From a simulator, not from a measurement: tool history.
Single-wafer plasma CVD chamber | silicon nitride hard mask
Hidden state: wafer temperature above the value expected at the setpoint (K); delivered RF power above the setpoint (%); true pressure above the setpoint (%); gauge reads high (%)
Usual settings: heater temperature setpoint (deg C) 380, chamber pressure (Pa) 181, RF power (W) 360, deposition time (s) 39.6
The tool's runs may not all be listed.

run	hour	heater temperature setpoint (deg C)	chamber pressure (Pa)	RF power (W)	deposition time (s)	wafers since the last listed run	hours since the last thermocouple change	hours since the last RF generator calibration	hours since the last manometer calibration	hours since the showerhead was replaced	hours since the gauge calibration	read-back reference wafer on the same gauge, thickness_nm	mean film thickness on the monitor wafer (nm)
1	0	380	181	360	45.8	0	1837.3	1211.7	1126.7	3485.8	243.1	45.817	58.157
2	9.9	380	181	360	39.6	293	1847.2	1221.6	1136.6	3495.7	253	45.796	50.407
3	20.5	380	181	360	39.6	314	1857.8	1232.2	1147.2	3506.3	263.6	45.762	50.107
4	26.7	380	181	360	39.6	183	1864	1238.4	1153.4	3512.5	269.8	45.793	49.971
# hour 44.2: showerhead replaced
5	44.7	380	181	410	39.6	296	1882	1256.4	1171.4	0.5	287.8	45.8	53.092
6	53.3	380	181	410	39.6	255	1890.6	1265	1180	9.1	296.4	45.725	53.317
7	65.1	380	181	410	39.6	350	1902.4	1276.8	1191.8	20.9	308.2	45.834	53.365
8	75.5	380	181	360	39.6	308	1912.8	1287.2	1202.2	31.3	318.6	45.76	50.059
9	88.7	369	157	400	39.6	391	1926	1300.4	1215.4	44.5	331.8	45.81	51.098
# hour 93.7: gauge calibrated
10	96.5	380	201	360	32.7	231	1933.8	1308.2	1223.2	52.3	2.8	45.86	42.574
11	109.3	391	167	415	47.3	379	1946.6	1321	1236	65.1	15.6	45.754	62.263
12	122.1	380	181	360	39.6	379	1959.4	1333.8	1248.8	77.9	28.4	45.8	49.851
13	136.4	369	204	315	33.9	424	1973.7	1348.1	1263.1	92.2	42.7	45.782	41.558
14	144.3	368	181	360	36.9	234	1981.6	1356	1271	100.1	50.6	45.716	47.004
# hour 154.5: capacitance manometer re-zeroed and calibrated
15	156.5	380	181	335	45.7	124	1993.8	1368.2	2	112.3	62.8	45.83	55.701
16	171.9	380	181	360	32.3	456	2009.2	1383.6	17.4	127.7	78.2	45.797	40.66
# hour 195.9: thermocouple changed; heater temperature recalibrated
17	196.4	380	181	410	39.6	489	0.5	1408.1	41.9	152.2	102.7	45.811	53.15
18	205.3	380	181	380	44.7	264	9.4	1417	50.8	161.1	111.6	45.832	57.847
19	215.8	369	181	360	37.4	311	19.9	1427.5	61.3	171.6	122.1	45.77	47.092
20	228.2	380	217	360	39.6	367	32.3	1439.9	73.7	184	134.5	45.769	52.234
# hour 250.4: RF generator calibrated
21	272.4	380	181	360	39.6	1073	76.5	22	117.9	228.2	178.7	45.79	52.201
22	278.7	368	181	360	39.6	186	82.8	28.3	124.2	234.5	185	45.765	52.18
23	289.5	380	181	360	39.6	320	93.6	39.1	135	245.3	195.8	45.754	52.188
24	313.6	393	199	335	33.1	714	117.7	63.2	159.1	269.4	219.9	45.716	42.682
25	331.5	380	165	380	39.6	531	135.6	81.1	177	287.3	237.8	45.821	52.041
26	344.9	380	208	410	42.2	397	149	94.5	190.4	300.7	251.2	45.777	61.198
27	352.3	380	181	360	39.6	219	156.4	101.9	197.8	308.1	258.6	45.752	51.936
28	364.2	386	181	320	39.6	353	168.3	113.8	209.7	320	270.5	45.777	48.732
29	376.8	380	181	360	39.6	373	180.9	126.4	222.3	332.6	283.1	45.773	52.136

4 ways to go on from here, each from the tool as it stands after run 29. What would each give?
A	377.2	380	181	360	32.7	11	181.3	126.8	222.7	333	283.5	?	?
B	377.2	394	181	400	39.6	11	181.3	126.8	222.7	333	283.5	?	?
C	377.2	394	181	305	36.3	11	181.3	126.8	222.7	333	283.5	?	?
D	377.2	380	181	360	35.6	11	181.3	126.8	222.7	333	283.5	?	?

run	read-back reference wafer on the same gauge, thickness_nm	mean film thickness on the monitor wafer (nm)
A	45.818	43.046
B	45.818	54.452
C	45.818	43.879
D	45.818	46.855
Without the tool's hidden state the same runs would have given:
run	mean film thickness on the monitor wafer (nm)
A	43.234
B	54.688
C	44.079
D	47.059
